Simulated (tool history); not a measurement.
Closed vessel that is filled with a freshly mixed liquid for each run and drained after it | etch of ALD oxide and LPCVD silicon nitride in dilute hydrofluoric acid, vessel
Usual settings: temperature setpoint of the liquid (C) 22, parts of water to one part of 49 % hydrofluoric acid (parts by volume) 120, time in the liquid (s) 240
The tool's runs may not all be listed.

run,hour,temperature setpoint of the liquid (C),parts of water to one part of 49 % hydrofluoric acid (parts by volume),time in the liquid (s),"read-back film thickness of the ALD oxide reference wafer, read on the same gauge (nm)","read-back film thickness of the LPCVD silicon nitride reference wafer, read on the same gauge (nm)",thickness taken off the ALD oxide on a monitor wafer (nm),thickness taken off the LPCVD silicon nitride on a monitor wafer (nm)
1,0,22,120,240,140,130.015,23.41,1.052
2,19.2,22,120,240,140.03,130.002,23.3,1.049
3,46.8,22,120,240,139.99,130.014,23.43,1.049
# hour 92.8: gauge calibrated
4,108.3,22,120,240,140.01,129.971,23.46,1.004
5,133.4,22,120,240,139.98,129.972,23.27,1.08
6,149.7,25.5,105,240,139.98,129.998,31.21,1.488
7,171.6,25.5,105,240,139.99,129.994,31.13,1.515
8,201.6,22,120,240,140.02,129.991,23.46,1.061
9,227.2,22,120,240,140,129.985,23.43,1.035
10,261.9,22,120,240,140,130.001,23.48,1.089
11,297.5,22,120,240,140,130.024,23.87,1.091
# hour 321.2: hydrofluoric acid flow meter replaced
12,326.3,22,120,240,140.01,129.999,23.34,1.083
13,341.1,17,180,240,140,129.962,12.09,0.525
14,365.6,22,105,240,139.99,129.997,27.69,1.171
15,379.3,22,165,105,140.01,129.949,7.18,0.345
16,400.4,22,160,240,139.98,130.031,16.89,0.78
17,423.5,24,120,310,139.99,129.97,32.81,1.587
# hour 427.1: gauge calibrated
18,442.6,20,120,240,139.98,130.029,22.14,0.929
19,461.5,20,120,240,139.99,129.997,21.96,0.953
# hour 467.1: thermometer replaced
20,483.1,22,155,335,140,130.032,22.63,0.966
21,514.7,24,140,240,140.01,129.974,19.63,0.891
22,541,22,120,240,139.96,129.992,21.69,0.922
23,563.2,20,145,200,139.99,129.986,13.48,0.546
24,596.5,22,120,240,140.01,130.004,21.53,0.92

Each row is a separate what-if for the run after 24, all from the same tool condition, not one after another. Results?
A,597.2,22,120,240,?,?,?,?
B,597.2,22,120,325,?,?,?,?
C,597.2,26,120,115,?,?,?,?

run,"read-back film thickness of the ALD oxide reference wafer, read on the same gauge (nm)","read-back film thickness of the LPCVD silicon nitride reference wafer, read on the same gauge (nm)",thickness taken off the ALD oxide on a monitor wafer (nm),thickness taken off the LPCVD silicon nitride on a monitor wafer (nm)
A,139.99,130.005,21.71,0.872
B,139.99,130.005,29.4,1.181
C,139.99,130.005,12.15,0.542
Without the tool's hidden state the same runs would have given:
run,thickness taken off the ALD oxide on a monitor wafer (nm),thickness taken off the LPCVD silicon nitride on a monitor wafer (nm)
A,21.29,0.844
B,28.82,1.143
C,11.92,0.525
